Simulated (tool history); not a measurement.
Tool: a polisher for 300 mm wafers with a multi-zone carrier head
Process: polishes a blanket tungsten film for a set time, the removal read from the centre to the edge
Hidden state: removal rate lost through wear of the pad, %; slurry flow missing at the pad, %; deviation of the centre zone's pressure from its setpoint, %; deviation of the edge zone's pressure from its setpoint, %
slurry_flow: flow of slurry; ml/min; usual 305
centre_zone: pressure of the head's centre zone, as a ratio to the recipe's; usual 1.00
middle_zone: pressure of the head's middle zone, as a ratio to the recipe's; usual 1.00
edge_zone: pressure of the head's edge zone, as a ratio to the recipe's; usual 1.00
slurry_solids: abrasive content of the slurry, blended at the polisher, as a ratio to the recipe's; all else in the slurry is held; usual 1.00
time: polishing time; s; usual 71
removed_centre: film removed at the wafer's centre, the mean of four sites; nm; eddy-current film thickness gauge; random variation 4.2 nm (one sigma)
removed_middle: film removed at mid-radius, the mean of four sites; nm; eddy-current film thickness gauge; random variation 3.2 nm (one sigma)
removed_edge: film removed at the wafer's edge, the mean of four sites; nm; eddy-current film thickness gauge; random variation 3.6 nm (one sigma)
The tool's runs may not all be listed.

run	hour	slurry_flow	centre_zone	middle_zone	edge_zone	slurry_solids	time	wafers since the last listed run	wafers polished on this pad	hours since the slurry nozzle was cleaned	hours since the centre zone pressure was calibrated	hours since the edge zone pressure was calibrated	hours since the carrier head's membrane was replaced	incoming thickness of the incoming film, nm	removed_centre	removed_middle	removed_edge
1	0.0	305	1.00	1.00	1.00	1.00	84	0	1483	46.0	1173.2	127.5	266.1	1513.3	417.9	369.8	385.0
# hour 61.1: centre zone pressure recalibrated
2	94.0	305	1.00	1.00	0.92	1.00	71	518	2002	140.0	32.9	221.5	360.1	1512.8	334.3	315.6	307.9
3	157.0	305	1.00	1.00	1.08	1.00	71	355	2358	203.0	95.9	284.5	423.1	1515.0	327.8	311.2	329.5
4	255.6	220	1.00	1.00	1.00	1.00	71	556	2914	301.6	194.5	383.1	521.7	1520.8	317.6	291.8	306.4
5	336.5	305	1.00	1.00	1.00	0.90	71	456	3370	382.5	275.4	464.0	602.6	1523.0	315.1	293.9	298.3
# hour 347.9: worn pad replaced by a new one
# hour 378.6: carrier head's membrane replaced by a new one
6	405.9	305	0.95	1.00	1.00	1.00	71	340	299	451.9	344.8	533.4	27.3	1528.8	334.9	323.4	327.0
# hour 491.2: slurry nozzle cleaned
7	503.6	305	1.00	1.00	0.93	1.00	71	545	844	12.4	442.5	631.1	125.0	1524.5	344.0	318.8	312.0
8	556.4	305	1.00	1.00	1.00	1.00	71	297	1142	65.2	495.3	683.9	177.8	1506.8	356.1	320.0	321.3
9	615.0	305	1.00	1.00	1.08	1.20	71	330	1472	123.8	553.9	742.5	236.4	1493.4	364.7	330.5	342.2
10	663.3	305	1.00	1.00	1.00	1.00	71	272	1745	172.1	602.2	790.8	284.7	1540.8	348.9	311.5	325.3
11	714.5	305	1.00	1.00	1.00	1.00	71	288	2033	223.3	653.4	842.0	335.9	1515.2	350.3	312.6	321.2
12	767.5	305	1.00	1.00	1.00	1.00	71	298	2332	276.3	706.4	895.0	388.9	1499.0	344.5	311.6	323.0
13	836.7	305	1.00	1.00	1.00	1.00	48	390	2723	345.5	775.6	964.2	458.1	1518.5	227.9	208.0	210.7
14	885.3	305	1.00	1.00	1.10	1.15	71	274	2997	394.1	824.2	1012.8	506.7	1543.2	348.4	313.5	342.3
15	942.4	305	0.89	1.00	1.00	1.00	78	322	3319	451.2	881.3	1069.9	563.8	1532.9	353.6	333.4	337.4
# hour 972.6: worn pad replaced by a new one
16	995.9	305	1.00	0.92	1.00	0.90	71	279	131	504.7	934.8	1123.4	617.3	1509.1	350.3	293.5	313.8
# hour 1011.8: carrier head's membrane replaced by a new one
17	1054.6	305	1.00	1.00	1.00	0.85	84	302	434	563.4	993.5	1182.1	42.8	1541.9	406.8	358.5	378.8
# hour 1061.1: slurry nozzle cleaned
18	1090.8	210	1.11	1.00	1.00	1.00	59	198	632	29.7	1029.7	1218.3	79.0	1519.9	305.3	250.7	261.5
19	1181.7	305	1.00	1.00	1.00	1.00	71	512	1145	120.6	1120.6	1309.2	169.9	1514.6	357.1	320.0	324.9
20	1242.2	305	1.10	0.95	1.00	1.00	57	341	1486	181.1	1181.1	1369.7	230.4	1500.6	309.3	244.5	260.8
21	1323.0	305	1.00	1.00	1.00	1.00	61	455	1942	261.9	1261.9	1450.5	311.2	1532.4	302.6	271.7	274.3

Forecast each of these 4 alternatives for the next run:
A	1323.4	305	1.00	1.00	1.00	1.00	71	2	1944	262.3	1262.3	1450.9	311.6	1514.4	?	?	?
B	1323.4	305	1.12	1.00	1.00	1.10	71	2	1944	262.3	1262.3	1450.9	311.6	1514.4	?	?	?
C	1323.4	305	0.92	1.00	1.00	1.20	71	2	1944	262.3	1262.3	1450.9	311.6	1514.4	?	?	?
D	1323.4	305	1.00	1.00	1.00	1.00	86	2	1944	262.3	1262.3	1450.9	311.6	1514.4	?	?	?

run	removed_centre	removed_middle	removed_edge
A	352.7	312.7	316.4
B	386.3	319.0	322.9
C	348.9	325.3	329.1
D	427.2	378.8	383.3
Without the tool's hidden state the same runs would have given:
run	removed_centre	removed_middle	removed_edge
A	336.5	321.2	324.9
B	368.8	327.7	331.6
C	332.8	334.2	337.9
D	407.6	389.1	393.5

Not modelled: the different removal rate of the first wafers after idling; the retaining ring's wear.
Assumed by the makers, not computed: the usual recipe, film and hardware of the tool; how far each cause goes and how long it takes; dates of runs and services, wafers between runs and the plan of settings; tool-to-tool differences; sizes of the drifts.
